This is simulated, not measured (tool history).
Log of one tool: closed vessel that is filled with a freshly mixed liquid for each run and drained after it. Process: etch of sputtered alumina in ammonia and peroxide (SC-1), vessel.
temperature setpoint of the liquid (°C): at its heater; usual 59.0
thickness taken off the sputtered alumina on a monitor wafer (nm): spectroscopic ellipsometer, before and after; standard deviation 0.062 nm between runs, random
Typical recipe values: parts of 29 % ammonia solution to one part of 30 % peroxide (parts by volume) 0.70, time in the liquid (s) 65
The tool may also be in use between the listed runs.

run    hour  temperature setpoint of the liquid (°C)  parts of 29 % ammonia solution to one part of 30 % peroxide (parts by volume)  time in the liquid (s)  read-back film thickness of the sputtered alumina reference wafer, read on the same gauge (nm)  thickness taken off the sputtered alumina on a monitor wafer (nm)
  1     0.0                                     59.0                                                                           0.70                      65                                                                                          109.99                                                               7.75
  2    52.5                                     59.0                                                                           0.70                      65                                                                                          110.00                                                               7.67
  3    84.1                                     59.0                                                                           0.70                      65                                                                                          109.98                                                               7.81
  4   133.1                                     59.0                                                                           0.70                      65                                                                                          110.00                                                               7.71
  5   175.1                                     59.0                                                                           0.70                      65                                                                                          110.05                                                               7.68
  6   383.3                                     59.0                                                                           0.70                      65                                                                                          110.03                                                               7.79
  7   424.0                                     64.5                                                                           0.70                      35                                                                                          109.96                                                               5.49
  8   524.0                                     54.0                                                                           0.60                      45                                                                                          109.98                                                               4.06
  9   581.5                                     59.0                                                                           0.70                      30                                                                                          110.03                                                               3.55
 10   624.2                                     62.5                                                                           0.45                      85                                                                                          110.04                                                              11.64
 11   687.0                                     50.0                                                                           0.70                      65                                                                                          109.96                                                               4.72
      727.7  -- new drum of ammonia solution connected
 12   741.5                                     59.0                                                                           0.70                      65                                                                                          109.99                                                               7.73
 13   794.8                                     59.0                                                                           0.70                      65                                                                                          110.03                                                               7.76
 14   821.2                                     62.0                                                                           0.40                      65                                                                                          110.01                                                               8.62
 15   897.2                                     56.0                                                                           0.70                      90                                                                                          109.98                                                               9.30
 16   942.8                                     59.0                                                                           0.60                      65                                                                                          109.99                                                               7.62
      949.6  -- ammonia flow meter replaced
 17   999.3                                     52.0                                                                           0.80                     105                                                                                          109.98                                                               8.68
     1043.2  -- gauge calibrated
 18  1063.0                                     69.0                                                                           0.70                      65                                                                                          110.01                                                              12.73
 19  1091.1                                     59.0                                                                           0.70                      65                                                                                          110.05                                                               7.68
 20  1151.8                                     59.0                                                                           0.70                      65                                                                                          109.96                                                               7.67
 21  1202.5                                     59.0                                                                           0.50                      45                                                                                          109.98                                                               5.28
 22  1243.8                                     59.0                                                                           0.70                      65                                                                                          110.03                                                               7.74
 23  1292.6                                     52.0                                                                           0.80                     105                                                                                          109.99                                                               8.77
 24  1359.3                                     59.0                                                                           0.70                      65                                                                                          110.02                                                               7.71
 25  1405.4                                     59.0                                                                           0.50                      85                                                                                          110.00                                                               9.83
 26  1438.3                                     50.5                                                                           0.50                     105                                                                                          109.96                                                               7.68
 27  1524.9                                     55.0                                                                           0.80                      30                                                                                          110.01                                                               2.97
 28  1580.8                                     63.0                                                                           0.85                      65                                                                                          109.98                                                               9.72

5 ways to go on from here, each from the tool as it stands after run 28. What would each give?
  A  1581.5                                     68.5                                                                           0.70                      65                                                                                               ?                                                                  ?
  B  1581.5                                     55.0                                                                           0.45                      35                                                                                               ?                                                                  ?
  C  1581.5                                     59.0                                                                           0.55                      95                                                                                               ?                                                                  ?
  D  1581.5                                     59.0                                                                           0.70                      55                                                                                               ?                                                                  ?
  E  1581.5                                     53.5                                                                           0.70                      65                                                                                               ?                                                                  ?

run  read-back film thickness of the sputtered alumina reference wafer, read on the same gauge (nm)  thickness taken off the sputtered alumina on a monitor wafer (nm)
  A                                                                                          110.00                                                              12.44
  B                                                                                          110.00                                                               3.24
  C                                                                                          110.00                                                              11.05
  D                                                                                          110.00                                                               6.55
  E                                                                                          110.00                                                               5.79
What these runs would have given with no unlogged condition in the tool:
run  thickness taken off the sputtered alumina on a monitor wafer (nm)
  A                                                              12.44
  B                                                               3.24
  C                                                              11.05
  D                                                               6.55
  E                                                               5.79
